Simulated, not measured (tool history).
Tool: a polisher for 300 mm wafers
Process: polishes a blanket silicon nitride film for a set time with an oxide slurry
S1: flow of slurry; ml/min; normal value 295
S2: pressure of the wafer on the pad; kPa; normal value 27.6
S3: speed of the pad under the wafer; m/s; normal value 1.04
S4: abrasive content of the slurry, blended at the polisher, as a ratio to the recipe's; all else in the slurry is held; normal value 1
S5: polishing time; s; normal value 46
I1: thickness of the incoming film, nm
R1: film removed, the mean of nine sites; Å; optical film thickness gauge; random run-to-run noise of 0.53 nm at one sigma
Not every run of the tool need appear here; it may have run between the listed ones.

Run 1, hour 0: usual settings but S3 0.8 m/s; I1 250.2. Result: R1 303 Å.
Run 2, hour 27.4: usual settings but S3 0.8 m/s; I1 253.6. Result: R1 308 Å.
At hour 35.9: worn pad replaced by a new one.
At hour 45.5: slurry blender recalibrated.
Run 3, hour 51.6: usual settings but S3 0.8 m/s; I1 249.4. Result: R1 301 Å.
Run 4, hour 87.3: usual settings but S1 245 ml/min; I1 251.3. Result: R1 351 Å.
Run 5, hour 121.1: usual settings but S1 245 ml/min; I1 249.9. Result: R1 345 Å.
Run 6, hour 134.3: usual settings; I1 248.2. Result: R1 346 Å.
At hour 145.2: conditioning disc replaced and pad reconditioned.
Run 7, hour 156.7: usual settings; I1 247.6. Result: R1 325 Å.
At hour 163.2: slurry blender recalibrated.
Run 8, hour 179.3: usual settings; I1 250. Result: R1 317 Å.
At hour 195.4: worn pad replaced by a new one.
Run 9, hour 199.4: usual settings; I1 250.6. Result: R1 319 Å.
At hour 205.2: conditioning disc replaced and pad reconditioned, repeated, since the last time left the tool worse.
At hour 208.5: head pressure recalibrated.
Run 10, hour 218.6: usual settings; I1 252. Result: R1 386 Å.
At hour 263.1: slurry nozzle cleaned.
At hour 280.8: slurry blender recalibrated.
Run 11, hour 281.3: usual settings; I1 251.4. Result: R1 385 Å.
Run 12, hour 301: usual settings but S4 0.85; I1 246.7. Result: R1 339 Å.
Run 13, hour 317.4: usual settings but S3 1.16 m/s, S4 1.25, S5 38 s; I1 249.9. Result: R1 393 Å.
At hour 326.5: worn pad replaced by a new one.
Run 14, hour 352.5: usual settings but S2 36.5 kPa, S4 0.75; I1 249.1. Result: R1 385 Å.
Run 15, hour 365.4: usual settings but S3 0.94 m/s, S4 1.25; I1 246.7. Result: R1 398 Å.
At hour 381.4: slurry blender recalibrated.
Run 16, hour 381.9: usual settings but S1 235 ml/min, S2 30.3 kPa, S4 0.8; I1 249. Result: R1 328 Å.
Run 17, hour 400.1: usual settings; I1 248.6. Result: R1 366 Å.
Run 18, hour 430.1: usual settings but S1 250 ml/min, S2 18.6 kPa, S3 1.32 m/s, S4 1.1; I1 251.1. Result: R1 311 Å.
Run 19, hour 443.4: usual settings but S2 22.8 kPa, S3 0.9 m/s; I1 250.4. Result: R1 273 Å.
Run 20, hour 466.2: usual settings but S2 33.8 kPa, S3 0.8 m/s, S4 0.75, S5 53 s; I1 251.6. Result: R1 308 Å.
At hour 472.5: worn pad replaced by a new one.
Run 21, hour 482.7: usual settings; I1 252.5. Result: R1 342 Å.

Table of differences, measured result less the result of that run with no hidden state. Run-to-run variation is the same in both. Gauge scatter possibly is not:
The hidden state here: removal rate lost through wear of the pad, %; slurry flow missing at the pad, %; deviation of the head's pressure from its setpoint, %; abrasive missing from the slurry, %; time polished since the conditioner stopped cutting, s.
run   R1
  1  -12
  2  -16
  3  -18
  4  -36
  5  -44
  6  -48
  7  -77
  8  -76
  9  -77
 10   -7
 11  -11
 12  -11
 13  -17
 14  -25
 15  -20
 16  -23
 17  -27
 18  -24
 19  -21
 20  -34
 21  -43

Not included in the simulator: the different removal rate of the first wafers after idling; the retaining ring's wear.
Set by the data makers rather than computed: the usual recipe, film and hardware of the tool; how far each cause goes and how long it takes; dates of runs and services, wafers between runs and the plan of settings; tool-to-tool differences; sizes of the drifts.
